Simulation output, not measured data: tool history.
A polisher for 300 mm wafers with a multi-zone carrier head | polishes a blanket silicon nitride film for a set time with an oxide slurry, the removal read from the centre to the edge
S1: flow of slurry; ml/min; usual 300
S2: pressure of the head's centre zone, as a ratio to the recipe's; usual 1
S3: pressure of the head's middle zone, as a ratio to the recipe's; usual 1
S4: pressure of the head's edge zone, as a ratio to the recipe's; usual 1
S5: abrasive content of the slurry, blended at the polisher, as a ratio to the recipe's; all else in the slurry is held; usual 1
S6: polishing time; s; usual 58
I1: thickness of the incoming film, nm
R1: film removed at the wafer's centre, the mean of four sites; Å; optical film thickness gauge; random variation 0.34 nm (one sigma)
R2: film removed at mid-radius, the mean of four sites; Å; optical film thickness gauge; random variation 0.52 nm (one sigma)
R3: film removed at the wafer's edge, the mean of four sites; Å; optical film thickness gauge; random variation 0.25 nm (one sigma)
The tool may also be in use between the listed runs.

run	hour	S1	S2	S3	S4	S5	S6	I1	R1	R2	R3
1	0	300	1	1	1	1	58	327.1	370	349	370
# hour 7.9: worn pad replaced by a new one
2	28	300	1	1	1	1	58	327.9	402	398	398
3	38.5	300	1	1	1	1	58	326.4	390	381	393
4	46.6	350	1	1	1	1	58	325.5	397	389	394
5	55.2	350	1	1	1	1	58	329.7	390	383	393
# hour 88.2: worn pad replaced by a new one
6	91.8	300	1	1	1	1	58	332.9	402	386	399
# hour 111.8: carrier head's membrane replaced by a new one
7	112.3	300	1	1	1	1	58	330.2	392	379	393
8	119.8	300	1	1	1	1	58	332	389	387	390
# hour 121.5: slurry nozzle cleaned
9	136.5	300	1	1	1	1	58	335.7	383	373	388
10	150.7	300	1	1	1	0.85	58	325.1	341	339	348
11	162	300	0.95	1	1	1	58	324.1	350	362	374
# hour 167: centre zone pressure recalibrated
12	171.4	300	1	1	1	1.3	58	330.9	413	400	420
# hour 174.8: edge zone pressure recalibrated
13	182.7	300	1.04	1	1.07	1	58	331	374	360	377
# hour 190.7: worn pad replaced by a new one
14	198.8	200	1	1	1.08	1	65	325.7	422	416	451
15	207.9	300	1	0.89	1	0.9	53	329.8	345	307	342
16	221.7	300	1	1.08	0.91	0.75	58	325.6	333	347	324
17	233.4	300	1	1	1.06	1	58	327.1	385	384	395
18	245.2	300	1	1	1	1	58	329.9	384	371	385
19	256.1	300	1	1	1	1	58	331.7	381	365	377

4 ways to go on from here, each from the tool as it stands after run 19. What would each give?
A	256.5	300	1	1	1	1	58	325.2	?	?	?
B	256.5	370	1.08	1	1	1	58	325.2	?	?	?
C	256.5	255	1	1	1	1	58	325.2	?	?	?
D	256.5	300	1	1.12	1	1	58	325.2	?	?	?

run	R1	R2	R3
A	372	376	378
B	411	384	384
C	364	369	372
D	372	414	377
Without the tool's hidden state the same runs would have given:
run	R1	R2	R3
A	400	405	407
B	442	413	413
C	392	397	401
D	401	446	406

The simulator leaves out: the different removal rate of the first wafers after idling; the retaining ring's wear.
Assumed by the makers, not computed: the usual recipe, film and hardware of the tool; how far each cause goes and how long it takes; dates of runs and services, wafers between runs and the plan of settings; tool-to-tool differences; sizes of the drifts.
